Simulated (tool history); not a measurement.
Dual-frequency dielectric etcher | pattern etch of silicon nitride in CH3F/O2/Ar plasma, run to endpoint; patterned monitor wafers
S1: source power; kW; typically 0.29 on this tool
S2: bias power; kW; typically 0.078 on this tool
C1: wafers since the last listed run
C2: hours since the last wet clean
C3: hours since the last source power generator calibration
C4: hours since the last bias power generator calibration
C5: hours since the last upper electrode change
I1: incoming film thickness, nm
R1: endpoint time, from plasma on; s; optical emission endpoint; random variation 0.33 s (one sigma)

{"run": 1, "hour": 0.0, "S1": 0.26, "S2": 0.078, "C1": 0, "C2": 8, "C3": 4531.9, "C4": 1916, "C5": 3315, "I1": 28.01, "R1": 44.7}
{"run": 2, "hour": 34.7, "S1": 0.26, "S2": 0.078, "C1": 397, "C2": 42.7, "C3": 4566.6, "C4": 1950.7, "C5": 3349.7, "I1": 28.36, "R1": 45.3}
{"run": 3, "hour": 66.5, "S1": 0.29, "S2": 0.078, "C1": 364, "C2": 74.5, "C3": 4598.4, "C4": 1982.5, "C5": 3381.5, "I1": 28.52, "R1": 42.1}
{"run": 4, "hour": 169.3, "S1": 0.29, "S2": 0.063, "C1": 1176, "C2": 177.3, "C3": 4701.2, "C4": 2085.3, "C5": 3484.3, "I1": 28, "R1": 46.1}
{"run": 5, "hour": 185.4, "S1": 0.29, "S2": 0.063, "C1": 184, "C2": 193.4, "C3": 4717.3, "C4": 2101.4, "C5": 3500.4, "I1": 28.36, "R1": 46.8}
{"run": 6, "hour": 206.4, "S1": 0.29, "S2": 0.078, "C1": 240, "C2": 214.4, "C3": 4738.3, "C4": 2122.4, "C5": 3521.4, "I1": 28.23, "R1": 41.3}
{"run": 7, "hour": 236.2, "S1": 0.29, "S2": 0.078, "C1": 341, "C2": 244.2, "C3": 4768.1, "C4": 2152.2, "C5": 3551.2, "I1": 28.49, "R1": 41.3}
{"run": 8, "hour": 269.5, "S1": 0.29, "S2": 0.078, "C1": 381, "C2": 277.5, "C3": 4801.4, "C4": 2185.5, "C5": 3584.5, "I1": 28.2, "R1": 41.1}
{"run": 9, "hour": 282.1, "S1": 0.29, "S2": 0.078, "C1": 144, "C2": 290.1, "C3": 4814, "C4": 2198.1, "C5": 3597.1, "I1": 28.36, "R1": 40.9}
{"run": 10, "hour": 310.5, "S1": 0.29, "S2": 0.078, "C1": 325, "C2": 318.5, "C3": 4842.4, "C4": 2226.5, "C5": 3625.5, "I1": 28.28, "R1": 41.1}
{"run": 11, "hour": 326.6, "S1": 0.29, "S2": 0.078, "C1": 184, "C2": 334.6, "C3": 4858.5, "C4": 2242.6, "C5": 3641.6, "I1": 28.32, "R1": 41}
{"run": 12, "hour": 349.3, "S1": 0.29, "S2": 0.078, "C1": 259, "C2": 357.3, "C3": 4881.2, "C4": 2265.3, "C5": 3664.3, "I1": 28.44, "R1": 40.9}
{"hour": 402.2, "done": "wet clean of the chamber"}
{"run": 13, "hour": 403.8, "S1": 0.27, "S2": 0.078, "C1": 349, "C2": 1.6, "C3": 4935.7, "C4": 2319.8, "C5": 3718.8, "I1": 28.16, "R1": 43.6}
{"hour": 416.8, "done": "source power generator calibrated"}
{"hour": 432.3, "done": "bias power generator calibrated"}
{"run": 14, "hour": 478.2, "S1": 0.27, "S2": 0.078, "C1": 760, "C2": 76, "C3": 61.4, "C4": 45.9, "C5": 3793.2, "I1": 28.31, "R1": 43.8}
{"run": 15, "hour": 495.4, "S1": 0.29, "S2": 0.073, "C1": 196, "C2": 93.2, "C3": 78.6, "C4": 63.1, "C5": 3810.4, "I1": 28.37, "R1": 43.3}
{"run": 16, "hour": 523.5, "S1": 0.29, "S2": 0.078, "C1": 321, "C2": 121.3, "C3": 106.7, "C4": 91.2, "C5": 3838.5, "I1": 28.29, "R1": 41.7}
{"run": 17, "hour": 557.4, "S1": 0.29, "S2": 0.078, "C1": 388, "C2": 155.2, "C3": 140.6, "C4": 125.1, "C5": 3872.4, "I1": 28.53, "R1": 42.4}
{"run": 18, "hour": 580.2, "S1": 0.34, "S2": 0.06, "C1": 261, "C2": 178, "C3": 163.4, "C4": 147.9, "C5": 3895.2, "I1": 28.41, "R1": 43.8}
{"run": 19, "hour": 613.1, "S1": 0.25, "S2": 0.068, "C1": 376, "C2": 210.9, "C3": 196.3, "C4": 180.8, "C5": 3928.1, "I1": 28.54, "R1": 48.4}
{"run": 20, "hour": 627.0, "S1": 0.29, "S2": 0.078, "C1": 159, "C2": 224.8, "C3": 210.2, "C4": 194.7, "C5": 3942, "I1": 28.4, "R1": 41.2}
{"run": 21, "hour": 685.9, "S1": 0.25, "S2": 0.07, "C1": 674, "C2": 283.7, "C3": 269.1, "C4": 253.6, "C5": 4000.9, "I1": 28.54, "R1": 48.3}
{"run": 22, "hour": 710.6, "S1": 0.29, "S2": 0.078, "C1": 282, "C2": 308.4, "C3": 293.8, "C4": 278.3, "C5": 4025.6, "I1": 27.96, "R1": 40.4}
{"run": 23, "hour": 739.0, "S1": 0.23, "S2": 0.097, "C1": 325, "C2": 336.8, "C3": 322.2, "C4": 306.7, "C5": 4054, "I1": 28.15, "R1": 42}
{"run": 24, "hour": 775.3, "S1": 0.34, "S2": 0.078, "C1": 415, "C2": 373.1, "C3": 358.5, "C4": 343, "C5": 4090.3, "I1": 28.75, "R1": 37.7}
{"hour": 817.9, "done": "upper electrode replaced"}
{"hour": 840.4, "done": "wet clean of the chamber"}
{"run": 25, "hour": 840.9, "S1": 0.29, "S2": 0.078, "C1": 219, "C2": 0.5, "C3": 424.1, "C4": 408.6, "C5": 23, "I1": 28.36, "R1": 42.3}
{"run": 26, "hour": 841.2, "S1": 0.32, "S2": 0.078, "C1": 3, "C2": 0.8, "C3": 424.4, "C4": 408.9, "C5": 23.3, "I1": 28.19, "R1": 39.1}
{"run": 27, "hour": 852.3, "S1": 0.29, "S2": 0.078, "C1": 127, "C2": 11.9, "C3": 435.5, "C4": 420, "C5": 34.4, "I1": 28.25, "R1": 42.8}
{"run": 28, "hour": 873.9, "S1": 0.34, "S2": 0.078, "C1": 247, "C2": 33.5, "C3": 457.1, "C4": 441.6, "C5": 56, "I1": 28.53, "R1": 38.7}
{"run": 29, "hour": 896.3, "S1": 0.34, "S2": 0.094, "C1": 256, "C2": 55.9, "C3": 479.5, "C4": 464, "C5": 78.4, "I1": 28.35, "R1": 34.4}
{"run": 30, "hour": 913.7, "S1": 0.34, "S2": 0.089, "C1": 199, "C2": 73.3, "C3": 496.9, "C4": 481.4, "C5": 95.8, "I1": 28.3, "R1": 35.7}
{"run": 31, "hour": 937.9, "S1": 0.29, "S2": 0.078, "C1": 277, "C2": 97.5, "C3": 521.1, "C4": 505.6, "C5": 120, "I1": 28.2, "R1": 42.6}
{"run": 32, "hour": 1045.6, "S1": 0.35, "S2": 0.078, "C1": 1233, "C2": 205.2, "C3": 628.8, "C4": 613.3, "C5": 227.7, "I1": 28.24, "R1": 36.8}
{"run": 33, "hour": 1080.3, "S1": 0.29, "S2": 0.078, "C1": 397, "C2": 239.9, "C3": 663.5, "C4": 648, "C5": 262.4, "I1": 28.43, "R1": 41.2}
{"run": 34, "hour": 1113.0, "S1": 0.34, "S2": 0.07, "C1": 374, "C2": 272.6, "C3": 696.2, "C4": 680.7, "C5": 295.1, "I1": 28.2, "R1": 39.5}
{"run": 35, "hour": 1130.7, "S1": 0.33, "S2": 0.088, "C1": 202, "C2": 290.3, "C3": 713.9, "C4": 698.4, "C5": 312.8, "I1": 28.03, "R1": 35.3}
{"run": 36, "hour": 1158.1, "S1": 0.23, "S2": 0.071, "C1": 313, "C2": 317.7, "C3": 741.3, "C4": 725.8, "C5": 340.2, "I1": 28.22, "R1": 50.5}

3 ways to go on from here, each from the tool as it stands after run 36. What would each give?
{"run": "A", "hour": 1158.5, "S1": 0.36, "S2": 0.078, "C1": 4, "C2": 318.1, "C3": 741.7, "C4": 726.2, "C5": 340.6, "I1": 28.59, "R1": "?"}
{"run": "B", "hour": 1158.5, "S1": 0.35, "S2": 0.07, "C1": 4, "C2": 318.1, "C3": 741.7, "C4": 726.2, "C5": 340.6, "I1": 28.59, "R1": "?"}
{"run": "C", "hour": 1158.5, "S1": 0.33, "S2": 0.078, "C1": 4, "C2": 318.1, "C3": 741.7, "C4": 726.2, "C5": 340.6, "I1": 28.59, "R1": "?"}

run=A R1=36.4
run=B R1=39.2
run=C R1=38.2
With the hidden condition removed and each run's random variation left untouched, the same runs would have given:
run=A R1=37.6
run=B R1=40.5
run=C R1=39.5

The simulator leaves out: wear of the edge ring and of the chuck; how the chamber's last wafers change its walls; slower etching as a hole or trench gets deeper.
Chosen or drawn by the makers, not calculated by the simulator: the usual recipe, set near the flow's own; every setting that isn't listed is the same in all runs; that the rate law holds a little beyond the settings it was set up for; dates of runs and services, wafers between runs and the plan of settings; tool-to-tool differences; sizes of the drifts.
